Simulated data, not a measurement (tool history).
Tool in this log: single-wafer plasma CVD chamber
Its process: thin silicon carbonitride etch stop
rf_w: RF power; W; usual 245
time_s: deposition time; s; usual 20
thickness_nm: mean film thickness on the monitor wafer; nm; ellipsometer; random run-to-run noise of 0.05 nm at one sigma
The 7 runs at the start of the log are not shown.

| run | hour | rf_w | time_s | read-back reference wafer on the same gauge, thickness_nm | thickness_nm |
|---|---|---|---|---|---|
| 8 | 75.1 | 245 | 20 | 11.896 | 12.636 |
| 9 | 89.4 | 245 | 20 | 11.899 | 12.632 |
| 10 | 105 | 245 | 21.3 | 11.911 | 13.463 |
| 11 | 119 | 245 | 21.3 | 11.898 | 13.416 |
| 12 | 135.2 | 245 | 20 | 11.893 | 12.469 |
| 13 | 149.4 | 245 | 20 | 11.894 | 12.503 |
| 14 | 165.4 | 220 | 18.6 | 11.916 | 11.478 |
|  | 180.8 | showerhead replaced |
| 15 | 182.3 | 220 | 18.6 | 11.903 | 11.485 |
|  | 200.4 | RF generator calibrated |
| 16 | 200.9 | 255 | 20 | 11.903 | 12.701 |
| 17 | 207.5 | 245 | 17.1 | 11.893 | 10.685 |
| 18 | 222.3 | 205 | 21.9 | 11.901 | 13.137 |
| 19 | 235 | 245 | 20 | 11.905 | 12.641 |
| 20 | 241.7 | 245 | 17.6 | 11.899 | 11.033 |
| 21 | 252.2 | 275 | 16.8 | 11.895 | 10.938 |
|  | 261.7 | thermocouple changed; heater temperature recalibrated |
| 22 | 262.2 | 260 | 21.7 | 11.899 | 13.771 |
| 23 | 273.7 | 205 | 21.3 | 11.893 | 12.88 |
| 24 | 287.7 | 220 | 20 | 11.894 | 12.225 |
|  | 299.3 | gauge calibrated |
| 25 | 302.4 | 215 | 24 | 11.899 | 14.552 |
| 26 | 311.6 | 245 | 21.3 | 11.906 | 13.363 |
| 27 | 319 | 275 | 21.1 | 11.89 | 13.719 |
| 28 | 325 | 260 | 21 | 11.895 | 13.413 |
| 29 | 339.4 | 215 | 17.5 | 11.917 | 10.71 |
| 30 | 346.4 | 260 | 23.4 | 11.896 | 14.838 |
| 31 | 361 | 245 | 20 | 11.886 | 12.605 |
| 32 | 374.4 | 245 | 18.5 | 11.902 | 11.593 |

Forecast each of these 5 alternatives for the next run:
| A | 374.8 | 245 | 16.3 | ? | ? |
| B | 374.8 | 265 | 17.6 | ? | ? |
| C | 374.8 | 225 | 23.9 | ? | ? |
| D | 374.8 | 245 | 21 | ? | ? |
| E | 374.8 | 235 | 20 | ? | ? |

| run | read-back reference wafer on the same gauge, thickness_nm | thickness_nm |
|---|---|---|
| A | 11.901 | 10.169 |
| B | 11.901 | 11.191 |
| C | 11.901 | 14.61 |
| D | 11.901 | 13.101 |
| E | 11.901 | 12.353 |
Take away the tool's hidden state, keep each run's random variation, and the runs would have read:
| run | thickness_nm |
|---|---|
| A | 10.169 |
| B | 11.191 |
| C | 14.61 |
| D | 13.101 |
| E | 12.353 |
